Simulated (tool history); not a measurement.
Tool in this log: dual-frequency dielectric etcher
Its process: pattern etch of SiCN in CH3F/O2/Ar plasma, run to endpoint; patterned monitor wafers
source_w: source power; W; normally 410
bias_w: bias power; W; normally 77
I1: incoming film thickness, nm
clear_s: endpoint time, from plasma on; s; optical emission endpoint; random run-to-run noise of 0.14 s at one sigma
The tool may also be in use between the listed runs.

Run 1, hour 0.0: usual settings; I1 6.70. Result: clear_s 17.3 s.
Run 2, hour 28.4: usual settings; I1 6.74. Result: clear_s 17.4 s.
Run 3, hour 42.9: usual settings; I1 6.77. Result: clear_s 17.2 s.
Run 4, hour 57.9: usual settings; I1 6.66. Result: clear_s 16.9 s.
Run 5, hour 96.4: usual settings; I1 6.71. Result: clear_s 17.3 s.
Run 6, hour 113.0: usual settings; I1 6.70. Result: clear_s 17.1 s.
Run 7, hour 143.8: usual settings; I1 6.64. Result: clear_s 17.0 s.
Run 8, hour 167.9: usual settings; I1 6.72. Result: clear_s 17.3 s.
Run 9, hour 216.5: usual settings; I1 6.71. Result: clear_s 17.2 s.
Run 10, hour 246.6: usual settings; I1 6.72. Result: clear_s 17.2 s.
Run 11, hour 278.3: usual settings; I1 6.73. Result: clear_s 17.5 s.
Run 12, hour 299.0: usual settings but source_w 330 W; I1 6.74. Result: clear_s 18.3 s.
Run 13, hour 333.7: usual settings but source_w 330 W; I1 6.69. Result: clear_s 18.2 s.
Run 14, hour 364.0: usual settings but source_w 330 W; I1 6.66. Result: clear_s 17.9 s.
At hour 372.5: source power generator calibrated.
At hour 391.3: wet clean of the chamber.
Run 15, hour 391.8: usual settings; I1 6.67. Result: clear_s 16.9 s.
Run 16, hour 416.0: usual settings but bias_w 67 W; I1 6.74. Result: clear_s 18.1 s.
Run 17, hour 428.6: usual settings but bias_w 67 W; I1 6.71. Result: clear_s 18.1 s.
Run 18, hour 448.9: usual settings but source_w 490 W; I1 6.61. Result: clear_s 16.3 s.
At hour 529.8: bias power generator calibrated.
Run 19, hour 551.1: usual settings; I1 6.66. Result: clear_s 17.0 s.
Run 20, hour 573.9: usual settings but source_w 350 W, bias_w 63 W; I1 6.76. Result: clear_s 19.4 s.
Run 21, hour 598.1: usual settings but source_w 320 W, bias_w 61 W; I1 6.65. Result: clear_s 19.5 s.
Run 22, hour 611.8: usual settings but source_w 350 W, bias_w 61 W; I1 6.74. Result: clear_s 19.4 s.
Run 23, hour 633.9: usual settings but source_w 480 W; I1 6.69. Result: clear_s 16.4 s.
Run 24, hour 662.2: usual settings but source_w 500 W, bias_w 92 W; I1 6.81. Result: clear_s 15.5 s.
At hour 689.2: upper electrode replaced.
Run 25, hour 694.4: usual settings; I1 6.71. Result: clear_s 17.4 s.
Run 26, hour 718.2: usual settings but source_w 320 W, bias_w 61 W; I1 6.66. Result: clear_s 20.2 s.
Run 27, hour 733.9: usual settings but source_w 440 W, bias_w 59 W; I1 6.69. Result: clear_s 18.4 s.
Run 28, hour 761.3: usual settings; I1 6.69. Result: clear_s 17.1 s.
Run 29, hour 785.2: usual settings but source_w 350 W, bias_w 94 W; I1 6.67. Result: clear_s 16.8 s.
Run 30, hour 806.6: usual settings but source_w 470 W, bias_w 71 W; I1 6.71. Result: clear_s 17.2 s.
Run 31, hour 832.9: usual settings; I1 6.67. Result: clear_s 17.3 s.
Run 32, hour 844.9: usual settings but source_w 320 W, bias_w 90 W; I1 6.72. Result: clear_s 17.4 s.
At hour 880.1: wet clean of the chamber.
Run 33, hour 880.6: usual settings but bias_w 69 W; I1 6.69. Result: clear_s 17.9 s.
Run 34, hour 887.5: usual settings but source_w 360 W, bias_w 92 W; I1 6.71. Result: clear_s 16.6 s.
Run 35, hour 922.1: usual settings but source_w 460 W; I1 6.67. Result: clear_s 16.5 s.

Predict each of these 5 candidate next runs independently; none follows another, all start after run 35:
Run A, hour 922.5: usual settings; I1 6.65. Result: clear_s ?.
Run B, hour 922.5: usual settings but source_w 440 W, bias_w 91 W; I1 6.65. Result: clear_s ?.
Run C, hour 922.5: usual settings but source_w 480 W, bias_w 92 W; I1 6.65. Result: clear_s ?.
Run D, hour 922.5: usual settings but source_w 360 W, bias_w 65 W; I1 6.65. Result: clear_s ?.
Run E, hour 922.5: usual settings but source_w 460 W, bias_w 61 W; I1 6.65. Result: clear_s ?.

run  clear_s
  A     17.0
  B     15.6
  C     15.2
  D     18.7
  E     17.9
With the hidden condition removed and each run's random variation left untouched, the same runs would have given:
run  clear_s
  A     17.0
  B     15.6
  C     15.2
  D     18.7
  E     17.9
